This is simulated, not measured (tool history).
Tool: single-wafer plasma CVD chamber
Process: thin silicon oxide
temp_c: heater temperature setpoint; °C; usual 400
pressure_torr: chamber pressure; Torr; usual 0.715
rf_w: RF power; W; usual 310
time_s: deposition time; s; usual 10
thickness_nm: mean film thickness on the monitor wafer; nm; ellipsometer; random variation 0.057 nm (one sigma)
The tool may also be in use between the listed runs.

run     day  temp_c  pressure_torr  rf_w  time_s  wafers since the last listed run  hours since the last thermocouple change  hours since the last RF generator calibration  hours since the last manometer calibration  hours since the showerhead was replaced  hours since the gauge calibration  read-back reference wafer on the same gauge, thickness_nm  thickness_nm
  1       0     406          0.715   310      10                                 0                                    1823.8                                          762.8                                      1632.2                                   5595.9                              340.8                                                     14.294        15.471
  2   0.771     406          0.715   310      10                               636                                    1842.3                                          781.3                                      1650.7                                   5614.4                              359.3                                                     14.307        15.523
  3   1.638     400          0.715   310      10                               715                                    1863.1                                          802.1                                      1671.5                                   5635.2                              380.1                                                       14.3        15.448
  4   2.883     400          0.715   310      10                              1028                                      1893                                            832                                      1701.4                                   5665.1                                410                                                     14.301        15.479
  5   3.875     400          0.715   310      10                               818                                    1916.8                                          855.8                                      1725.2                                   5688.9                              433.8                                                     14.303        15.559
  6   4.433     400          0.715   310      10                               460                                    1930.2                                          869.2                                      1738.6                                   5702.3                              447.2                                                     14.294        15.457
      4.846  -- thermocouple changed; heater temperature recalibrated
  7   5.658     400          0.715   310      10                               735                                      19.5                                          898.6                                        1768                                   5731.7                              476.6                                                       14.3        15.479
  8     6.2     400          0.715   310      10                               447                                      32.5                                          911.6                                        1781                                   5744.7                              489.6                                                     14.307        15.464
  9   6.746     400          0.715   310      10                               450                                      45.6                                          924.7                                      1794.1                                   5757.8                              502.7                                                     14.303        15.426
 10   8.112     400          0.715   310      10                              1127                                      78.4                                          957.5                                      1826.9                                   5790.6                              535.5                                                     14.293        15.526
 11   9.408     400          0.715   310      10                              1069                                     109.5                                          988.6                                        1858                                   5821.7                              566.6                                                     14.292        15.561
 12   9.946     392           0.55   310      10                               443                                     122.4                                         1001.5                                      1870.9                                   5834.6                              579.5                                                     14.289        11.887
 13  10.721     389          0.715   280      10                               639                                       141                                         1020.1                                      1889.5                                   5853.2                              598.1                                                     14.296        15.015
 14  11.542     400          0.715   310      10                               677                                     160.7                                         1039.8                                      1909.2                                   5872.9                              617.8                                                       14.3        15.397
 15  12.454     411          0.847   360     9.3                               753                                     182.6                                         1061.7                                      1931.1                                   5894.8                              639.7                                                     14.296        17.537
 16  13.946     400          0.618   255     8.3                              1231                                     218.4                                         1097.5                                      1966.9                                   5930.6                              675.5                                                     14.303        10.313
 17  14.875     400          0.715   310      10                               766                                     240.7                                         1119.8                                      1989.2                                   5952.9                              697.8                                                     14.295        15.641
     15.212  -- showerhead replaced, of another model than before
     15.671  -- capacitance manometer re-zeroed and calibrated
 18  15.812     400          0.715   310     8.3                               223                                     263.2                                         1142.3                                         3.4                                     14.4                              720.3                                                     14.298         12.98
 19  16.633     400          0.715   310     8.5                               677                                     282.9                                           1162                                        23.1                                     34.1                                740                                                     14.294        13.261
     17.371  -- RF generator calibrated
      17.55  -- gauge calibrated
 20  18.004     400          0.715   310    11.3                               856                                     315.8                                           15.2                                          56                                       67                               10.9                                                     14.294        18.069
 21   18.55     388           0.61   310      10                               450                                     328.9                                           28.3                                        69.1                                     80.1                                 24                                                     14.297        14.515
 22  19.929     391          0.609   255    11.4                              1138                                       362                                           61.4                                       102.2                                    113.2                               57.1                                                     14.308        15.801
 23  21.071     409          0.886   285    11.2                               942                                     389.4                                           88.8                                       129.6                                    140.6                               84.5                                                     14.296        19.833
 24  22.254     400          0.715   310    11.8                               976                                     417.8                                          117.2                                         158                                      169                              112.9                                                     14.293        18.845
 25  23.746     400          0.715   260    10.8                              1231                                     453.6                                            153                                       193.8                                    204.8                              148.7                                                     14.301        16.414
 26  24.375     400          0.715   285      10                               519                                     468.7                                          168.1                                       208.9                                    219.9                              163.8                                                     14.295         15.58
 27  25.371     407          0.622   255    11.7                               821                                     492.6                                            192                                       232.8                                    243.8                              187.7                                                     14.293        16.064
 28  26.417     400          0.715   310     9.2                               863                                     517.7                                          217.1                                       257.9                                    268.9                              212.8                                                     14.296        14.591

Some steps in thickness_nm between neighbouring runs. How much of each would the tool show without its hidden state too (settings, what came in, random variation), and how much is left for the hidden state, with any gauge scatter that isn't in both results?
The hidden state here: wafer temperature above the value expected at the setpoint (K); delivered RF power above the setpoint (%); true pressure above the setpoint (%); gauge reads high (%).
Run 15 -> 16: temp_c 411 -> 400, pressure_torr 0.847 -> 0.618, rf_w 360 -> 255, time_s 9.3 -> 8.3. thickness_nm -7.224 nm: hidden state +0.177, all else -7.401.
Run 16 -> 17: pressure_torr 0.618 -> 0.715, rf_w 255 -> 310, time_s 8.3 -> 10. thickness_nm +5.328 nm: hidden state -0.144, all else +5.472.
Run 17 -> 18: time_s 10 -> 8.3, showerhead replaced, of another model than before, capacitance manometer re-zeroed and calibrated. thickness_nm -2.661 nm: hidden state +0.215, all else -2.876.
Run 19 -> 20: time_s 8.5 -> 11.3, RF generator calibrated, gauge calibrated. thickness_nm +4.808 nm: hidden state +0.261, all else +4.547.
